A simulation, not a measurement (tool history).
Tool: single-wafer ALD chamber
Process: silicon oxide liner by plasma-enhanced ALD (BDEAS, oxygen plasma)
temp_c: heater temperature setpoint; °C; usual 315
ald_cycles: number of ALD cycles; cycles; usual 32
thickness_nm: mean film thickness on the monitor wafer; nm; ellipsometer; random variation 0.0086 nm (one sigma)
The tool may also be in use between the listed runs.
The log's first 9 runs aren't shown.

run      day  temp_c  ald_cycles  read-back reference wafer on the same gauge, thickness_nm  thickness_nm
 10   28.517     315          28                                                      2.280         2.392
 11   32.042     315          32                                                      2.281         2.724
 12   33.679     315          32                                                      2.280         2.745
 13   42.412     315          32                                                      2.279         2.719
 14   46.075     308          36                                                      2.282         3.121
 15   50.275     308          36                                                      2.276         3.113
 16   53.733     315          32                                                      2.278         2.743
 17   57.929     315          35                                                      2.278         2.981
 18   61.129     315          35                                                      2.283         2.977
      62.967  -- gauge calibrated
 19   64.867     329          34                                                      2.282         2.828
 20   67.079     300          34                                                      2.281         3.004
 21   78.912     315          38                                                      2.279         3.251
 22   81.367     304          32                                                      2.283         2.773
 23   83.492     304          35                                                      2.282         3.042
      86.788  -- thermocouple changed; heater temperature recalibrated
 24   87.608     309          29                                                      2.277         2.507
 25   89.779     315          32                                                      2.281         2.744
 26   92.412     315          32                                                      2.278         2.728
 27   96.138     315          32                                                      2.279         2.749
 28   99.433     307          32                                                      2.279         2.784
 29  102.112     315          36                                                      2.276         3.075
 30  106.125     306          38                                                      2.279         3.294
 31  110.221     315          32                                                      2.281         2.741

Forecast run 32:
 32  113.350     325          34                                                          ?             ?

Run 32 gave read-back reference wafer on the same gauge, thickness_nm 2.277, thickness_nm 2.861 nm.
Without the tool's hidden state the same run would have given thickness_nm 2.861 nm.
